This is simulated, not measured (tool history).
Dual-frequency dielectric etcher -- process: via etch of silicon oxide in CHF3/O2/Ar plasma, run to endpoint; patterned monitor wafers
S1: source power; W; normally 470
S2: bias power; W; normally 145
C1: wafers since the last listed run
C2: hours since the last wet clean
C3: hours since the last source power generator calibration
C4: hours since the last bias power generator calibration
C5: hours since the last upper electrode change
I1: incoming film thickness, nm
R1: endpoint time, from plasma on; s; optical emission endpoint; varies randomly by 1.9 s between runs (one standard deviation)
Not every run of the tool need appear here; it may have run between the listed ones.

| run | hour | S1 | S2 | C1 | C2 | C3 | C4 | C5 | I1 | R1 |
|---|---|---|---|---|---|---|---|---|---|---|
| 1 | 0 | 560 | 122 | 0 | 33.7 | 4330.1 | 1780.8 | 2991.8 | 447.3 | 274.3 |
| 2 | 86.4 | 470 | 145 | 533 | 120.1 | 4416.5 | 1867.2 | 3078.2 | 449.9 | 279.9 |
| 3 | 142.6 | 470 | 145 | 346 | 176.3 | 4472.7 | 1923.4 | 3134.4 | 447.2 | 277.2 |
| 4 | 193.6 | 470 | 145 | 314 | 227.3 | 4523.7 | 1974.4 | 3185.4 | 445.5 | 273.4 |
| 5 | 293.6 | 470 | 145 | 617 | 327.3 | 4623.7 | 2074.4 | 3285.4 | 445.9 | 281 |
| 6 | 368.6 | 470 | 145 | 462 | 402.3 | 4698.7 | 2149.4 | 3360.4 | 449.9 | 281 |
| 7 | 428.9 | 470 | 145 | 372 | 462.6 | 4759 | 2209.7 | 3420.7 | 448.4 | 276.6 |
| 8 | 480.2 | 470 | 145 | 316 | 513.9 | 4810.3 | 2261 | 3472 | 444.4 | 277 |
|  | 525.3 | wet clean of the chamber |
|  | 536.3 | source power generator calibrated |
| 9 | 546.5 | 470 | 145 | 236 | 21.2 | 10.2 | 2327.3 | 3538.3 | 449.7 | 281.8 |
|  | 700.2 | bias power generator calibrated |
|  | 779.5 | upper electrode replaced |
| 10 | 799.3 | 560 | 157 | 1387 | 274 | 263 | 99.1 | 19.8 | 446.6 | 254.6 |
| 11 | 881.2 | 530 | 166 | 505 | 355.9 | 344.9 | 181 | 101.7 | 448 | 253.6 |
| 12 | 948.9 | 470 | 169 | 417 | 423.6 | 412.6 | 248.7 | 169.4 | 451.8 | 266.7 |
|  | 1003.9 | wet clean of the chamber |
| 13 | 1004.4 | 550 | 110 | 194 | 0.5 | 468.1 | 304.2 | 224.9 | 449.9 | 286.1 |
| 14 | 1050.1 | 430 | 129 | 282 | 46.2 | 513.8 | 349.9 | 270.6 | 448.7 | 301.3 |
| 15 | 1101.3 | 350 | 124 | 315 | 97.4 | 565 | 401.1 | 321.8 | 451 | 332.5 |
| 16 | 1164.2 | 430 | 129 | 388 | 160.3 | 627.9 | 464 | 384.7 | 443.7 | 296.8 |
| 17 | 1219.7 | 470 | 145 | 342 | 215.8 | 683.4 | 519.5 | 440.2 | 452 | 280.4 |
| 18 | 1306.3 | 440 | 176 | 534 | 302.4 | 770 | 606.1 | 526.8 | 449.9 | 266.3 |

Below are 5 alternative next runs, each starting from the tool's condition after run 18. Predict each:
| A | 1306.8 | 470 | 145 | 3 | 302.9 | 770.5 | 606.6 | 527.3 | 447.4 | ? |
| B | 1306.8 | 570 | 145 | 3 | 302.9 | 770.5 | 606.6 | 527.3 | 447.4 | ? |
| C | 1306.8 | 540 | 117 | 3 | 302.9 | 770.5 | 606.6 | 527.3 | 447.4 | ? |
| D | 1306.8 | 520 | 132 | 3 | 302.9 | 770.5 | 606.6 | 527.3 | 447.4 | ? |
| E | 1306.8 | 560 | 121 | 3 | 302.9 | 770.5 | 606.6 | 527.3 | 447.4 | ? |

| run | R1 |
|---|---|
| A | 278 |
| B | 257.2 |
| C | 281.7 |
| D | 275.2 |
| E | 274.6 |
With no hidden state in the tool, these same runs would have given:
| run | R1 |
|---|---|
| A | 278 |
| B | 257.2 |
| C | 281.7 |
| D | 275.2 |
| E | 274.6 |
